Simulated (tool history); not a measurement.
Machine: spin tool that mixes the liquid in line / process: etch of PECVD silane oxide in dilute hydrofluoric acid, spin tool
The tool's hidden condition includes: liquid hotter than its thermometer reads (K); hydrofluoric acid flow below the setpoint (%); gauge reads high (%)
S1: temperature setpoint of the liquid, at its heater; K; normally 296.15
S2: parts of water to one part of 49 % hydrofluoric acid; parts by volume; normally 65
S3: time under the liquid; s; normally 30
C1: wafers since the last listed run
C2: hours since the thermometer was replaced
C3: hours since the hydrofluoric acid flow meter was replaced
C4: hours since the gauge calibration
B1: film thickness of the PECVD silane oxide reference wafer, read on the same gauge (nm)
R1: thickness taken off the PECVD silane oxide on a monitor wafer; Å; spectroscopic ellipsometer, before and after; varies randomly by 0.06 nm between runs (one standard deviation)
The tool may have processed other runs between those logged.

run 1 hour=0 | S1=296.15 S2=65 S3=30 | C1=0 C2=2840.9 C3=2078.1 C4=12.5 | B1=110.01 | R1=136.2
run 2 hour=17 | S1=296.15 S2=65 S3=30 | C1=203 C2=2857.9 C3=2095.1 C4=29.5 | B1=110 | R1=136.6
run 3 hour=29.1 | S1=296.15 S2=85 S3=30 | C1=145 C2=2870 C3=2107.2 C4=41.6 | B1=110.02 | R1=101.6
run 4 hour=46.3 | S1=296.15 S2=85 S3=30 | C1=206 C2=2887.2 C3=2124.4 C4=58.8 | B1=110.03 | R1=101.1
run 5 hour=63.1 | S1=296.15 S2=85 S3=30 | C1=201 C2=2904 C3=2141.2 C4=75.6 | B1=110.01 | R1=100.9
run 6 hour=78.4 | S1=296.15 S2=80 S3=20 | C1=183 C2=2919.3 C3=2156.5 C4=90.9 | B1=110.03 | R1=72.2
run 7 hour=92.2 | S1=296.15 S2=45 S3=30 | C1=165 C2=2933.1 C3=2170.3 C4=104.7 | B1=110 | R1=201.1
run 8 hour=101.2 | S1=296.15 S2=65 S3=30 | C1=107 C2=2942.1 C3=2179.3 C4=113.7 | B1=109.97 | R1=134.9
run 9 hour=111.7 | S1=296.15 S2=65 S3=30 | C1=125 C2=2952.6 C3=2189.8 C4=124.2 | B1=110.02 | R1=134.8
-- hour=115.8 gauge calibrated
run 10 hour=118.3 | S1=298.15 S2=80 S3=30 | C1=79 C2=2959.2 C3=2196.4 C4=2.5 | B1=109.96 | R1=117.2
run 11 hour=127.4 | S1=298.15 S2=80 S3=30 | C1=109 C2=2968.3 C3=2205.5 C4=11.6 | B1=109.94 | R1=116.5
-- hour=131.8 thermometer replaced
-- hour=140.6 hydrofluoric acid flow meter replaced
run 12 hour=142.2 | S1=296.15 S2=80 S3=30 | C1=153 C2=10.4 C3=1.6 C4=26.4 | B1=109.99 | R1=126.6
run 13 hour=151.8 | S1=296.15 S2=75 S3=20 | C1=115 C2=20 C3=11.2 C4=36 | B1=110.03 | R1=90.3
run 14 hour=169.1 | S1=300.15 S2=65 S3=35 | C1=207 C2=37.3 C3=28.5 C4=53.3 | B1=109.97 | R1=217.5
run 15 hour=183.4 | S1=300.65 S2=45 S3=20 | C1=171 C2=51.6 C3=42.8 C4=67.6 | B1=110 | R1=187.3
run 16 hour=189.9 | S1=294.65 S2=65 S3=45 | C1=77 C2=58.1 C3=49.3 C4=74.1 | B1=109.98 | R1=222.2
run 17 hour=203.7 | S1=297.65 S2=65 S3=30 | C1=165 C2=71.9 C3=63.1 C4=87.9 | B1=110.02 | R1=167.4
run 18 hour=216 | S1=296.15 S2=65 S3=30 | C1=147 C2=84.2 C3=75.4 C4=100.2 | B1=109.99 | R1=157.4
run 19 hour=228.5 | S1=296.15 S2=50 S3=30 | C1=149 C2=96.7 C3=87.9 C4=112.7 | B1=110.05 | R1=207.9
run 20 hour=242.4 | S1=300.15 S2=65 S3=30 | C1=166 C2=110.6 C3=101.8 C4=126.6 | B1=109.99 | R1=184.1
run 21 hour=255.8 | S1=293.15 S2=85 S3=45 | C1=160 C2=124 C3=115.2 C4=140 | B1=110 | R1=155.9
-- hour=256.2 gauge calibrated
run 22 hour=268.1 | S1=296.15 S2=65 S3=30 | C1=147 C2=136.3 C3=127.5 C4=11.9 | B1=109.95 | R1=156.5

What was the tool's hidden state at every run in the log?
liquid hotter than its thermometer reads (K): 0 in every run
gauge reads high (%): 0 in every run
H1: hydrofluoric acid flow below the setpoint (%)
run=1 H1=13.2
run=2 H1=13.3
run=3 H1=13.3
run=4 H1=13.4
run=5 H1=13.5
run=6 H1=13.6
run=7 H1=13.7
run=8 H1=13.8
run=9 H1=13.8
run=10 H1=13.9
run=11 H1=13.9
run=12 H1=0.549
run=13 H1=0.607
run=14 H1=0.712
run=15 H1=0.799
run=16 H1=0.838
run=17 H1=0.922
run=18 H1=0.996
run=19 H1=1.07
run=20 H1=1.16
run=21 H1=1.24
run=22 H1=1.31

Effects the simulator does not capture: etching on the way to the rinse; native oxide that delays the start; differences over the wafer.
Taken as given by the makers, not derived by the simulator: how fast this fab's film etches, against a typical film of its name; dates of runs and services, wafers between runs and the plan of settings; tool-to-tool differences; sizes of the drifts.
